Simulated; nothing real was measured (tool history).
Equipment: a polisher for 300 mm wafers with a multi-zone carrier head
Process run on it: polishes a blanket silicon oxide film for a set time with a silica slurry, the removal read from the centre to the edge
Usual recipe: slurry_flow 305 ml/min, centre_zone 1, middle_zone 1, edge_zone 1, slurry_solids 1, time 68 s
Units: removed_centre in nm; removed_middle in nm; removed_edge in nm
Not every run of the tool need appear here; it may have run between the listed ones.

run	hour	slurry_flow	centre_zone	middle_zone	edge_zone	slurry_solids	time	incoming thickness of the incoming film, nm	removed_centre	removed_middle	removed_edge
1	0	305	1	1	1	1	68	890.4	338.3	326	316.9
2	92.9	305	1	1	1	1	68	889.1	337.1	335.7	324.9
3	142.1	305	1	1	1	1	88	886	436.4	429.5	413
4	247.7	205	1	1	1	1	68	884.4	316.6	305.5	319.7
5	323	240	1	1.09	1	1	68	884	327.2	341.2	310.3
6	410	305	1.08	1	1	0.85	68	883.2	342.6	315.3	310.4
7	457.5	305	1	1	1	1	68	895.5	332.1	330.7	326.2
8	511.1	305	1.06	1	1.11	0.9	68	897.2	344.7	323.8	329
9	556.8	305	0.96	1	1	1	68	908.1	323.1	331.1	317.1
10	643.9	305	1	1	1	1	68	904.8	332.4	335.8	325.5
11	742.6	305	1	1	1	1	68	890.7	331.4	331.3	326.7
12	843.7	305	1	1	0.97	0.8	68	889.4	310.5	304.3	297.5
13	925.1	305	1	1	1	1	68	876.4	338.5	333.2	323.1
14	961.6	205	1	1	1	0.85	68	902	296.3	289	291.2
15	1069.5	305	1	1	1	1	68	903.7	341.2	329.6	325.6
16	1158.8	305	0.94	0.9	1	1	68	902.4	312.1	306.8	330.7
17	1234	305	1	1	1	1	68	885.6	335.6	331.4	321.4
18	1329.8	305	1	1	1	1	68	874.1	334.2	337.6	332.5
19	1381.6	305	1	1	0.94	1	48	882.9	238	234.2	223.5
20	1447.1	380	0.92	0.94	1.06	1	68	908.1	316.3	329.4	339.6
21	1486.5	305	0.96	1	1.1	1	75	880.6	348.3	364.4	380.2
22	1544.6	305	1	1	1	1	68	894.6	335.2	327.6	331.1

The log once held 8 entries between its listed runs, left out of this copy. Where does each go, and what is different about the tool's unlogged condition between the listed run before it and the listed run after it?
In the gap between runs 2 and 3: centre zone pressure recalibrated (hour 128.2)
  the hidden state is the same at both runs
In the gap between runs 4 and 5: slurry nozzle cleaned (hour 280.7)
  the hidden state is the same at both runs
In the gap between runs 5 and 6: carrier head's membrane replaced by a new one (hour 373.2)
  the hidden state is the same at both runs
In the gap between runs 6 and 7: worn pad replaced by a new one (hour 426.6)
  the hidden state is the same at both runs
In the gap between runs 11 and 12: slurry nozzle cleaned (hour 825.6)
  the hidden state is the same at both runs
In the gap between runs 14 and 15: worn pad replaced by a new one (hour 1050)
  the hidden state is the same at both runs
In the gap between runs 20 and 21: slurry nozzle cleaned (hour 1481.8); edge zone pressure recalibrated (hour 1485.2)
  the hidden state is the same at both runs
